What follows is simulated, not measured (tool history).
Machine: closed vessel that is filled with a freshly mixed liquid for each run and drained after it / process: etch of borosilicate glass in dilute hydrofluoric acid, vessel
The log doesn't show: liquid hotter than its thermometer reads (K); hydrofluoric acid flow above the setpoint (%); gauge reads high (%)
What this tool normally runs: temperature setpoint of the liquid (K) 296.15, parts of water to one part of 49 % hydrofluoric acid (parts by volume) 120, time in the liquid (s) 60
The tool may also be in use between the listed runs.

run	hour	temperature setpoint of the liquid (K)	parts of water to one part of 49 % hydrofluoric acid (parts by volume)	time in the liquid (s)	wafers since the last listed run	hours since the thermometer was replaced	hours since the hydrofluoric acid flow meter was replaced	hours since the gauge calibration	read-back film thickness of the borosilicate glass reference wafer, read on the same gauge (nm)	thickness taken off the borosilicate glass on a monitor wafer (Å)
1	0	296.15	120	60	0	471.8	394.8	1612.8	30.37	141.5
2	39.8	296.15	120	60	5958	511.6	434.6	1652.6	30.36	141.4
3	87	294.65	120	60	7065	558.8	481.8	1699.8	30.31	133.9
4	123.1	294.65	120	60	5404	594.9	517.9	1735.9	30.33	133.6
5	179.1	294.65	120	60	8383	650.9	573.9	1791.9	30.39	133.2
# hour 209.7: hydrofluoric acid flow meter replaced
6	295.4	298.65	120	85	17260	767.2	85.7	1908.2	30.4	220.8
7	353	298.65	120	85	8622	824.8	143.3	1965.8	30.38	220.3
8	410.3	300.15	120	60	8577	882.1	200.6	2023.1	30.38	164.3
# hour 422.8: gauge calibrated
9	459.7	296.15	120	60	7395	931.5	250	36.9	30.02	139.5
10	492.5	296.15	120	40	4910	964.3	282.8	69.7	30.02	93.4
# hour 517.1: thermometer replaced
11	532.2	296.15	120	60	5793	15.1	322.5	109.4	30.1	140.2
12	586.3	296.15	175	85	8098	69.2	376.6	163.5	30.06	128
13	775.9	297.65	120	30	28383	258.8	566.2	353.1	30.18	74.5
14	804.7	299.65	120	60	4311	287.6	595	381.9	30.15	161.1
15	870.3	296.15	65	90	9820	353.2	660.6	447.5	30.19	415.7
16	911.8	296.15	120	60	6212	394.7	702.1	489	30.27	141
17	960.6	296.15	105	35	7305	443.5	750.9	537.8	30.25	95.7
# hour 992: hydrofluoric acid flow meter replaced
18	1018.3	293.65	65	60	8488	501.2	26.3	595.5	30.26	250.5
19	1068.2	293.15	100	30	7470	551.1	76.2	645.4	30.27	76.5
20	1099.1	296.15	120	70	4625	582	107.1	676.3	30.27	165.2
21	1137.9	299.65	70	30	5808	620.8	145.9	715.1	30.28	148.7
22	1191.3	296.15	120	60	7994	674.2	199.3	768.5	30.31	141
23	1230.7	296.15	75	80	5898	713.6	238.7	807.9	30.28	317.3
24	1262.4	296.15	120	60	4745	745.3	270.4	839.6	30.33	141
25	1306.1	298.15	170	85	6541	789	314.1	883.3	30.35	143.8
26	1337.1	296.15	120	60	4640	820	345.1	914.3	30.41	141.1
27	1371.6	293.15	120	60	5164	854.5	379.6	948.8	30.35	125.1
28	1418.8	296.15	120	45	7065	901.7	426.8	996	30.38	106.8
29	1456.7	296.15	120	60	5673	939.6	464.7	1033.9	30.31	141.2
30	1490.3	296.15	120	60	5029	973.2	498.3	1067.5	30.36	141.6
# hour 1536.2: thermometer replaced
31	1540.1	296.15	120	85	7305	3.9	548.1	1117.3	30.37	201.4
32	1565.1	296.15	100	60	3742	28.9	573.1	1142.3	30.33	174.4
33	1593.5	296.15	100	70	4251	57.3	601.5	1170.7	30.35	203.1

What the log doesn't show, run by run:
liquid hotter than its thermometer reads (K): 0, the same for each run
hydrofluoric acid flow above the setpoint (%): 0, the same for each run
H1: gauge reads high (%)
run	H1
1	1.18
2	1.19
3	1.2
4	1.21
5	1.21
6	1.23
7	1.24
8	1.24
9	0.026
10	0.0991
11	0.183
12	0.289
13	0.596
14	0.635
15	0.718
16	0.766
17	0.818
18	0.876
19	0.921
20	0.948
21	0.979
22	1.02
23	1.05
24	1.07
25	1.09
26	1.11
27	1.13
28	1.16
29	1.18
30	1.19
31	1.21
32	1.22
33	1.23

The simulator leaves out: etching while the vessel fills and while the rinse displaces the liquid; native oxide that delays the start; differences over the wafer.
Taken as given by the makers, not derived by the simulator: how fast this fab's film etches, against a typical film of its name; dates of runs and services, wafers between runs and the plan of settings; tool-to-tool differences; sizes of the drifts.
